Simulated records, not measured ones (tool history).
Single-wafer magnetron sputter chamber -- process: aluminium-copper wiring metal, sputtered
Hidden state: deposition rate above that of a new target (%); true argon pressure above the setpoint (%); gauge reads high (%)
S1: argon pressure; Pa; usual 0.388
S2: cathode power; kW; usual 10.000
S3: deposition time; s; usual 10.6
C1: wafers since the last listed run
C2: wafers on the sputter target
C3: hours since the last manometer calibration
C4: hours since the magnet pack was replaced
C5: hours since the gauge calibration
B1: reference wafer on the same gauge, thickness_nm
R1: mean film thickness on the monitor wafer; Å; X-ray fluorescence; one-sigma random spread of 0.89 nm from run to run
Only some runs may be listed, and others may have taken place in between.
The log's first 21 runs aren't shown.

{"run": 22, "day": 67.454, "S1": 0.388, "S2": 9.05, "S3": 10.6, "C1": 1391, "C2": 1402, "C3": 1172.0, "C4": 66.7, "C5": 1308.3, "B1": 179.212, "R1": 1704.95}
{"day": 73.242, "done": "capacitance manometer re-zeroed and calibrated"}
{"run": 23, "day": 80.0, "S1": 0.388, "S2": 10.0, "S3": 10.6, "C1": 6643, "C2": 8046, "C3": 162.2, "C4": 367.8, "C5": 1609.4, "B1": 179.135, "R1": 1836.66}
{"run": 24, "day": 82.675, "S1": 0.459, "S2": 11.4, "S3": 10.6, "C1": 1455, "C2": 9501, "C3": 226.4, "C4": 432.0, "C5": 1673.6, "B1": 179.096, "R1": 2015.32}
{"run": 25, "day": 85.838, "S1": 0.532, "S2": 12.25, "S3": 10.6, "C1": 1720, "C2": 11221, "C3": 302.3, "C4": 507.9, "C5": 1749.5, "B1": 178.901, "R1": 2064.57}
{"run": 26, "day": 89.562, "S1": 0.234, "S2": 8.7, "S3": 12.1, "C1": 2026, "C2": 13247, "C3": 391.7, "C4": 597.3, "C5": 1838.9, "B1": 178.987, "R1": 2012.09}
{"run": 27, "day": 91.254, "S1": 0.388, "S2": 9.0, "S3": 9.2, "C1": 920, "C2": 14167, "C3": 432.3, "C4": 637.9, "C5": 1879.5, "B1": 178.879, "R1": 1429.66}
{"day": 95.117, "done": "sputter target and shields replaced"}
{"run": 28, "day": 95.467, "S1": 0.284, "S2": 10.0, "S3": 10.6, "C1": 2110, "C2": 189, "C3": 533.4, "C4": 739.0, "C5": 1980.6, "B1": 178.811, "R1": 2060.03}
{"run": 29, "day": 99.592, "S1": 0.388, "S2": 11.75, "S3": 9.7, "C1": 2243, "C2": 2433, "C3": 632.4, "C4": 838.0, "C5": 2079.6, "B1": 178.852, "R1": 2029.31}
{"run": 30, "day": 103.404, "S1": 0.3, "S2": 10.0, "S3": 10.6, "C1": 2073, "C2": 4507, "C3": 723.9, "C4": 929.5, "C5": 2171.1, "B1": 178.95, "R1": 1976.02}
{"run": 31, "day": 105.862, "S1": 0.388, "S2": 10.0, "S3": 12.0, "C1": 1337, "C2": 5844, "C3": 782.9, "C4": 988.5, "C5": 2230.1, "B1": 178.941, "R1": 2112.78}
{"run": 32, "day": 107.7, "S1": 0.388, "S2": 12.2, "S3": 8.6, "C1": 999, "C2": 6844, "C3": 827.0, "C4": 1032.6, "C5": 2274.2, "B1": 178.967, "R1": 1845.45}
{"run": 33, "day": 109.208, "S1": 0.388, "S2": 10.0, "S3": 10.6, "C1": 820, "C2": 7664, "C3": 863.2, "C4": 1068.8, "C5": 2310.4, "B1": 179.076, "R1": 1849.14}
{"run": 34, "day": 112.062, "S1": 0.388, "S2": 10.0, "S3": 10.6, "C1": 1552, "C2": 9217, "C3": 931.7, "C4": 1137.3, "C5": 2378.9, "B1": 178.929, "R1": 1839.29}
{"day": 115.117, "done": "capacitance manometer re-zeroed and calibrated"}
{"run": 35, "day": 116.433, "S1": 0.388, "S2": 11.95, "S3": 12.3, "C1": 2196, "C2": 11413, "C3": 31.6, "C4": 1242.2, "C5": 2483.8, "B1": 178.955, "R1": 2554.95}

Alternative continuations, all from the tool just after run 35; predict every row:
{"run": "A", "day": 116.45, "S1": 0.388, "S2": 10.0, "S3": 10.6, "C1": 9, "C2": 11422, "C3": 32.0, "C4": 1242.6, "C5": 2484.2, "B1": "?", "R1": "?"}
{"run": "B", "day": 116.45, "S1": 0.458, "S2": 10.0, "S3": 10.6, "C1": 9, "C2": 11422, "C3": 32.0, "C4": 1242.6, "C5": 2484.2, "B1": "?", "R1": "?"}
{"run": "C", "day": 116.45, "S1": 0.525, "S2": 10.0, "S3": 8.7, "C1": 9, "C2": 11422, "C3": 32.0, "C4": 1242.6, "C5": 2484.2, "B1": "?", "R1": "?"}

run=A B1=179.132 R1=1850.46
run=B B1=179.132 R1=1768.01
run=C B1=179.132 R1=1390.20
Without the tool's unlogged condition, the same runs would have read:
run=A R1=1937.54
run=B R1=1851.21
run=C R1=1455.62
